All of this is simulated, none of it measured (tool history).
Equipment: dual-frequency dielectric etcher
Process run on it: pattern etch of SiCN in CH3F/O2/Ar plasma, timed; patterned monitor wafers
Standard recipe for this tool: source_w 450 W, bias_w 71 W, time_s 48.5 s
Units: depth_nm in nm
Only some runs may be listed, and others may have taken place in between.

run	hour	source_w	bias_w	time_s	wafers since the last listed run	hours since the last wet clean	hours since the last source power generator calibration	hours since the last bias power generator calibration	hours since the last upper electrode change	hours since the gauge calibration	read-back reference wafer on the same gauge, depth_nm	depth_nm
1	0	450	71	48.5	0	389.8	2729.2	1339.7	3752.2	129.8	16.6	18.71
2	8.6	450	71	48.5	72	398.4	2737.8	1348.3	3760.8	138.4	16.6	18.72
3	20.9	420	71	45	103	410.7	2750.1	1360.6	3773.1	150.7	16.59	16.86
4	37.3	420	71	45	138	427.1	2766.5	1377	3789.5	167.1	16.6	16.82
5	52	420	71	45	124	441.8	2781.2	1391.7	3804.2	181.8	16.61	16.83
# hour 56.3: gauge calibrated
6	60.5	450	64	45	71	450.3	2789.7	1400.2	3812.7	4.2	16.6	16.41
7	71.4	450	71	48.5	91	461.2	2800.6	1411.1	3823.6	15.1	16.59	18.72
# hour 99.5: wet clean of the chamber
# hour 106.4: upper electrode replaced
8	106.9	450	71	48.5	39	7.4	2836.1	1446.6	0.5	50.6	16.6	18.93
9	107.2	450	71	48.5	2	7.7	2836.4	1446.9	0.8	50.9	16.6	19.01
10	110.9	450	71	48.5	31	11.4	2840.1	1450.6	4.5	54.6	16.61	18.98
# hour 125: source power generator calibrated
11	128.1	450	71	58	111	28.6	3.1	1467.8	21.7	71.8	16.61	22.76
12	134.2	450	71	54.5	51	34.7	9.2	1473.9	27.8	77.9	16.6	21.34
13	143.2	450	71	34.5	75	43.7	18.2	1482.9	36.8	86.9	16.6	13.5
14	194.3	350	63	41	431	94.8	69.3	1534	87.9	138	16.61	13.32
15	211.4	450	71	57	144	111.9	86.4	1551.1	105	155.1	16.6	22.3
16	225.1	450	71	48.5	115	125.6	100.1	1564.8	118.7	168.8	16.6	18.96
# hour 228.8: gauge calibrated
# hour 236: bias power generator calibrated
17	236.5	350	78	43	62	137	111.5	0.5	130.1	7.7	16.61	15.44
18	250.8	390	87	59.5	120	151.3	125.8	14.8	144.4	22	16.6	23.85
19	263.7	410	55	40	108	164.2	138.7	27.7	157.3	34.9	16.61	12.61
20	270.1	370	82	61	54	170.6	145.1	34.1	163.7	41.3	16.6	23.12
21	281.2	360	54	48.5	93	181.7	156.2	45.2	174.8	52.4	16.61	14.17
22	293.9	350	82	43.5	107	194.4	168.9	57.9	187.5	65.1	16.6	16.02
23	309.8	450	71	48.5	134	210.3	184.8	73.8	203.4	81	16.6	18.53
24	326	450	71	48.5	136	226.5	201	90	219.6	97.2	16.6	18.48

Forecast each of these 4 alternatives for the next run:
A	326.4	450	78	48.5	3	226.9	201.4	90.4	220	97.6	?	?
B	326.4	450	76	39	3	226.9	201.4	90.4	220	97.6	?	?
C	326.4	350	71	48.5	3	226.9	201.4	90.4	220	97.6	?	?
D	326.4	410	71	48.5	3	226.9	201.4	90.4	220	97.6	?	?

run	read-back reference wafer on the same gauge, depth_nm	depth_nm
A	16.6	19.41
B	16.6	15.39
C	16.6	16.43
D	16.6	17.67
The same runs, with their run-to-run variation unchanged, on a tool lacking any hidden condition would have given:
run	depth_nm
A	19.51
B	15.47
C	16.52
D	17.76

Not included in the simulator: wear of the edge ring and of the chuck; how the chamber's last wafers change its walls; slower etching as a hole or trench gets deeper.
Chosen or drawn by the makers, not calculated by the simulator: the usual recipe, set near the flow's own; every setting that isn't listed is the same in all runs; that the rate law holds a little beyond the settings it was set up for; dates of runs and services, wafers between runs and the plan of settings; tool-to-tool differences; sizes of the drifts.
